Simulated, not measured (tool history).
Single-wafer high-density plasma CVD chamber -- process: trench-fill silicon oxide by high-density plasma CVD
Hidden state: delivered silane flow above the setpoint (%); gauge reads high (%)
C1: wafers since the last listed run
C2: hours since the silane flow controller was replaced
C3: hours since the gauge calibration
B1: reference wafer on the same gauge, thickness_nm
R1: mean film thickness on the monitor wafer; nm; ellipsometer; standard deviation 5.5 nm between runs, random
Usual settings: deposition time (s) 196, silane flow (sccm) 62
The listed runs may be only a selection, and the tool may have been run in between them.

Run 1, day 0.000: usual settings; C1 0; C2 3181.1; C3 132.5; B1 1225.685. Result: R1 1277.835 nm.
Run 2, day 2.108: usual settings but deposition time (s) 214; C1 373; C2 3231.7; C3 183.1; B1 1221.935. Result: R1 1384.362 nm.
Run 3, day 4.075: usual settings but deposition time (s) 219; C1 348; C2 3278.9; C3 230.3; B1 1218.929. Result: R1 1420.628 nm.
Run 4, day 5.396: usual settings but deposition time (s) 219; C1 234; C2 3310.6; C3 262.0; B1 1218.842. Result: R1 1403.159 nm.
At day 11.604: silane flow controller replaced.
Run 5, day 11.625: usual settings; C1 1044; C2 0.5; C3 411.5; B1 1213.842. Result: R1 1263.014 nm.
Run 6, day 13.100: usual settings; C1 261; C2 35.9; C3 446.9; B1 1211.594. Result: R1 1266.575 nm.
Run 7, day 15.592: usual settings; C1 441; C2 95.7; C3 506.7; B1 1211.870. Result: R1 1262.459 nm.
Run 8, day 18.121: usual settings but silane flow (sccm) 67; C1 448; C2 156.4; C3 567.4; B1 1210.600. Result: R1 1326.310 nm.
Run 9, day 19.312: usual settings but silane flow (sccm) 67; C1 211; C2 185.0; C3 596.0; B1 1209.468. Result: R1 1328.515 nm.
Run 10, day 20.392: usual settings but deposition time (s) 163; C1 191; C2 210.9; C3 621.9; B1 1210.778. Result: R1 1042.237 nm.
At day 21.217: gauge calibrated.
Run 11, day 21.592: usual settings but deposition time (s) 219; C1 212; C2 239.7; C3 9.0; B1 1237.834. Result: R1 1432.983 nm.
Run 12, day 24.292: usual settings but silane flow (sccm) 52; C1 478; C2 304.5; C3 73.8; B1 1229.263. Result: R1 1122.367 nm.
Run 13, day 25.312: usual settings but silane flow (sccm) 67; C1 180; C2 329.0; C3 98.3; B1 1226.618. Result: R1 1349.238 nm.
Run 14, day 26.479: usual settings but deposition time (s) 229, silane flow (sccm) 68; C1 206; C2 357.0; C3 126.3; B1 1226.085. Result: R1 1589.542 nm.
Run 15, day 28.492: usual settings but deposition time (s) 233, silane flow (sccm) 53; C1 356; C2 405.3; C3 174.6; B1 1219.958. Result: R1 1338.811 nm.
Run 16, day 29.821: usual settings; C1 235; C2 437.2; C3 206.5; B1 1217.573. Result: R1 1266.414 nm.
Run 17, day 31.712: usual settings; C1 335; C2 482.6; C3 251.9; B1 1215.977. Result: R1 1262.194 nm.
Run 18, day 34.033: usual settings but deposition time (s) 181, silane flow (sccm) 68; C1 411; C2 538.3; C3 307.6; B1 1213.284. Result: R1 1246.719 nm.
Run 19, day 35.775: usual settings but deposition time (s) 162, silane flow (sccm) 73; C1 308; C2 580.1; C3 349.4; B1 1212.857. Result: R1 1179.924 nm.

Each row is a separate what-if for the run after 19, all from the same tool condition, not one after another. Results?
Run A, day 35.796: usual settings; C1 3; C2 580.6; C3 349.9; B1 ?. Result: R1 ?.
Run B, day 35.796: usual settings but deposition time (s) 181, silane flow (sccm) 74; C1 3; C2 580.6; C3 349.9; B1 ?. Result: R1 ?.
Run C, day 35.796: usual settings but deposition time (s) 165, silane flow (sccm) 52; C1 3; C2 580.6; C3 349.9; B1 ?. Result: R1 ?.
Run D, day 35.796: usual settings but deposition time (s) 209, silane flow (sccm) 57; C1 3; C2 580.6; C3 349.9; B1 ?. Result: R1 ?.
Run E, day 35.796: usual settings but deposition time (s) 162, silane flow (sccm) 70; C1 3; C2 580.6; C3 349.9; B1 ?. Result: R1 ?.

run        B1        R1
  A  1212.282  1261.773
  B  1212.282  1332.299
  C  1212.282   935.274
  D  1212.282  1265.071
  E  1212.282  1142.594
Without the tool's unlogged condition, the same runs would have read:
run        R1
  A  1290.106
  B  1362.216
  C   956.275
  D  1293.478
  E  1168.251

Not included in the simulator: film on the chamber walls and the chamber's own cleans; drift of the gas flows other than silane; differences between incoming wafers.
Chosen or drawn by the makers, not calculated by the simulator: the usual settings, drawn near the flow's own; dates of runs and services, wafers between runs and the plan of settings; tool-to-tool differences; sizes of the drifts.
